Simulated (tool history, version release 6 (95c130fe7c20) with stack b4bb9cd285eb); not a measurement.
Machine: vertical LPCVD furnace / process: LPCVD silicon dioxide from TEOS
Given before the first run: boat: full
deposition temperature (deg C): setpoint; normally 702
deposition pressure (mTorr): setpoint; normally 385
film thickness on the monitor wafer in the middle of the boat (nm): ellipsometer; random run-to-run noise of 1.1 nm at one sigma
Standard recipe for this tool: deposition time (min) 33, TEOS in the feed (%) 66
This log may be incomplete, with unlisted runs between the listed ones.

| run | day | deposition temperature (deg C) | deposition pressure (mTorr) | deposition time (min) | TEOS in the feed (%) | wafers since the last listed run | hours since the last temperature calibration | hours since the pressure gauge was zeroed | hours since the TEOS flow controller was replaced | hours since the gauge calibration | read-back reference wafer on the same gauge, thickness | film thickness on the monitor wafer in the middle of the boat (nm) |
|---|---|---|---|---|---|---|---|---|---|---|---|---|
| 1 | 0 | 702 | 385 | 33 | 66 | 0 | 1674.3 | 3525.9 | 5694.4 | 506.4 | 285.26 | 297.83 |
| 2 | 1.004 | 702 | 385 | 38.5 | 60 | 416 | 1698.4 | 3550 | 5718.5 | 530.5 | 285.1 | 331.84 |
| 3 | 2.379 | 702 | 385 | 38.5 | 60 | 570 | 1731.4 | 3583 | 5751.5 | 563.5 | 284.67 | 332.58 |
| 4 | 3.004 | 702 | 385 | 33 | 66 | 259 | 1746.4 | 3598 | 5766.5 | 578.5 | 285.19 | 298.83 |
| 5 | 3.846 | 702 | 385 | 33 | 66 | 349 | 1766.6 | 3618.2 | 5786.7 | 598.7 | 284.95 | 299.23 |
| 6 | 4.975 | 702 | 385 | 33 | 66 | 468 | 1793.7 | 3645.3 | 5813.8 | 625.8 | 284.82 | 297.7 |
| 7 | 5.529 | 702 | 385 | 33 | 66 | 229 | 1807 | 3658.6 | 5827.1 | 639.1 | 285.06 | 300.83 |
|  | 6.6 | gauge calibrated |
| 8 | 6.679 | 711 | 385 | 33 | 66 | 476 | 1834.6 | 3686.2 | 5854.7 | 1.9 | 284.86 | 366.86 |
| 9 | 7.354 | 707 | 355 | 33 | 66 | 279 | 1850.8 | 3702.4 | 5870.9 | 18.1 | 285.02 | 321.89 |
|  | 8.888 | TEOS flow controller replaced |
| 10 | 8.908 | 707 | 355 | 33 | 66 | 229 | 1888.1 | 3739.7 | 0.5 | 55.4 | 284.94 | 321.25 |
|  | 10.35 | thermocouples replaced and temperature profile calibrated |
| 11 | 10.371 | 702 | 385 | 33 | 62 | 191 | 0.5 | 3774.8 | 35.6 | 90.5 | 284.79 | 273.87 |
| 12 | 10.533 | 702 | 385 | 33 | 62 | 67 | 4.4 | 3778.7 | 39.5 | 94.4 | 284.97 | 272.34 |
| 13 | 11.575 | 702 | 385 | 33 | 62 | 432 | 29.4 | 3803.7 | 64.5 | 119.4 | 285.04 | 272.97 |
| 14 | 13.008 | 702 | 385 | 33 | 60 | 594 | 63.8 | 3838.1 | 98.9 | 153.8 | 284.85 | 270.42 |
| 15 | 13.512 | 698 | 350 | 39.5 | 74 | 209 | 75.9 | 3850.2 | 111 | 165.9 | 285.11 | 312.7 |
| 16 | 14.675 | 702 | 430 | 33 | 66 | 482 | 103.8 | 3878.1 | 138.9 | 193.8 | 285.03 | 303.16 |
| 17 | 15.867 | 702 | 345 | 40 | 66 | 494 | 132.4 | 3906.7 | 167.5 | 222.4 | 284.61 | 327.16 |
| 18 | 16.725 | 709 | 385 | 33 | 66 | 355 | 153 | 3927.3 | 188.1 | 243 | 284.64 | 335.37 |
| 19 | 17.329 | 702 | 385 | 27.5 | 66 | 250 | 167.5 | 3941.8 | 202.6 | 257.5 | 284.78 | 239.98 |
|  | 19.167 | pressure gauge zeroed |
| 20 | 19.188 | 709 | 440 | 25 | 61 | 355 | 212.1 | 0.5 | 247.2 | 302.1 | 285.07 | 262.28 |
| 21 | 19.75 | 702 | 385 | 28 | 66 | 233 | 225.6 | 14 | 260.7 | 315.6 | 285.11 | 243.01 |
| 22 | 21.129 | 702 | 385 | 33 | 66 | 572 | 258.7 | 47.1 | 293.8 | 348.7 | 284.74 | 290.44 |
| 23 | 21.996 | 702 | 385 | 33 | 66 | 359 | 279.5 | 67.9 | 314.6 | 369.5 | 284.57 | 288.6 |
| 24 | 23.142 | 702 | 385 | 33 | 66 | 475 | 307 | 95.4 | 342.1 | 397 | 284.73 | 290.25 |
| 25 | 23.775 | 702 | 340 | 33 | 63 | 262 | 322.2 | 110.6 | 357.3 | 412.2 | 285.13 | 264.22 |
| 26 | 24.496 | 702 | 385 | 33 | 73 | 298 | 339.5 | 127.9 | 374.6 | 429.5 | 284.88 | 306.33 |
| 27 | 25.758 | 702 | 385 | 33 | 66 | 523 | 369.8 | 158.2 | 404.9 | 459.8 | 284.96 | 290.91 |
| 28 | 27.162 | 702 | 355 | 43.5 | 66 | 582 | 403.5 | 191.9 | 438.6 | 493.5 | 285.01 | 366.57 |
| 29 | 27.975 | 702 | 410 | 33 | 74 | 336 | 423 | 211.4 | 458.1 | 513 | 284.89 | 320.63 |
| 30 | 28.742 | 709 | 465 | 33 | 66 | 317 | 441.4 | 229.8 | 476.5 | 531.4 | 284.85 | 380.09 |
| 31 | 31.833 | 696 | 385 | 42.5 | 66 | 1282 | 515.6 | 304 | 550.7 | 605.6 | 284.86 | 328.29 |

The same runs without the tool's hidden state, with the same run-to-run variation:
What the log doesn't record here: true tube temperature minus thermocouple reading, K; true pressure minus gauge reading, mTorr; deviation of the TEOS flow from its setpoint, %; gauge reads high (%).
| run | film thickness on the monitor wafer in the middle of the boat (nm) |
|---|---|
| 1 | 277.36 |
| 2 | 308.99 |
| 3 | 309.6 |
| 4 | 278.17 |
| 5 | 278.5 |
| 6 | 277.03 |
| 7 | 279.93 |
| 8 | 341.77 |
| 9 | 299.69 |
| 10 | 299.03 |
| 11 | 270.1 |
| 12 | 268.47 |
| 13 | 268.36 |
| 14 | 264.9 |
| 15 | 305.89 |
| 16 | 295.81 |
| 17 | 318.39 |
| 18 | 325.92 |
| 19 | 232.82 |
| 20 | 253.66 |
| 21 | 234.67 |
| 22 | 279.77 |
| 23 | 277.58 |
| 24 | 278.65 |
| 25 | 253.4 |
| 26 | 293.46 |
| 27 | 278.16 |
| 28 | 349.82 |
| 29 | 305.64 |
| 30 | 362.21 |
| 31 | 311.26 |
